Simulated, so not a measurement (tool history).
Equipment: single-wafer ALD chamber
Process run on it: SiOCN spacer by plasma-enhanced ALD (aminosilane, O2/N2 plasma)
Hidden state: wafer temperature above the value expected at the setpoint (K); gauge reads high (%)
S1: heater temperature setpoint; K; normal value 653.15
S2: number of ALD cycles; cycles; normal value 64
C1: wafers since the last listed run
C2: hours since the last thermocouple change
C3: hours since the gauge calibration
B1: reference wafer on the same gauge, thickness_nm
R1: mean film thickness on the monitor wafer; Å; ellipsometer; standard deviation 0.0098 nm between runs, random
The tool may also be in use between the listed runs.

run,day,S1,S2,C1,C2,C3,B1,R1
1,0.000,653.15,64,0,2428.9,324.5,4.284,39.37
2,0.954,656.15,64,124,2451.8,347.4,4.295,39.50
3,2.367,656.15,64,183,2485.7,381.3,4.296,39.55
4,2.992,659.15,73,81,2500.7,396.3,4.297,45.17
5,4.092,659.15,73,143,2527.1,422.7,4.298,45.28
6,4.896,653.15,64,104,2546.4,442.0,4.299,39.61
7,5.875,653.15,64,127,2569.9,465.5,4.304,39.52
8,7.238,653.15,64,177,2602.6,498.2,4.306,39.63
9,8.346,653.15,64,144,2629.2,524.8,4.317,39.74
10,9.479,653.15,71,147,2656.4,552.0,4.312,44.11
11,10.050,653.15,71,74,2670.1,565.7,4.315,44.09
12,11.417,653.15,71,178,2702.9,598.5,4.318,44.23
13,12.500,653.15,64,141,2728.9,624.5,4.322,39.98
14,13.233,658.15,64,95,2746.5,642.1,4.327,39.72
15,14.350,658.15,64,145,2773.3,668.9,4.329,39.92
16,15.162,662.15,77,105,2792.8,688.4,4.330,48.07
# day 16.067: gauge calibrated
17,16.338,640.15,71,153,2821.0,6.5,4.238,43.38
# day 16.746: thermocouple changed; heater temperature recalibrated
18,19.467,653.15,70,364,65.3,81.6,4.248,43.02
19,19.971,665.15,74,65,77.4,93.7,4.248,45.22
20,21.262,645.15,77,168,108.4,124.7,4.251,47.12
21,21.792,653.15,64,68,121.1,137.4,4.258,39.19
22,22.921,653.15,64,147,148.2,164.5,4.262,39.14
23,24.042,663.15,75,145,175.1,191.4,4.269,46.08
24,24.846,658.15,54,104,194.4,210.7,4.270,33.05
25,25.504,658.15,59,85,210.2,226.5,4.267,36.21
26,26.446,653.15,64,122,232.8,249.1,4.276,39.41
27,27.408,640.15,56,125,255.9,272.2,4.277,34.50
28,28.517,653.15,64,144,282.5,298.8,4.273,39.26
29,29.512,656.15,64,129,306.4,322.7,4.277,39.49
30,30.092,653.15,76,75,320.3,336.6,4.283,46.84

What differs in the tool's unlogged condition from the final listed run ahead of each entry between runs to the first listed run following it?
After run 16, before run 17: gauge calibrated (day 16.067)
  gauge reads high (%): 2.14 -> 0.0235
  measured minus no-state result, R1: +1.01 -> +0.01 Å
After run 17, before run 18: thermocouple changed; heater temperature recalibrated (day 16.746)
  gauge reads high (%): 0.0235 -> 0.242
  measured minus no-state result, R1: +0.01 -> +0.10 Å
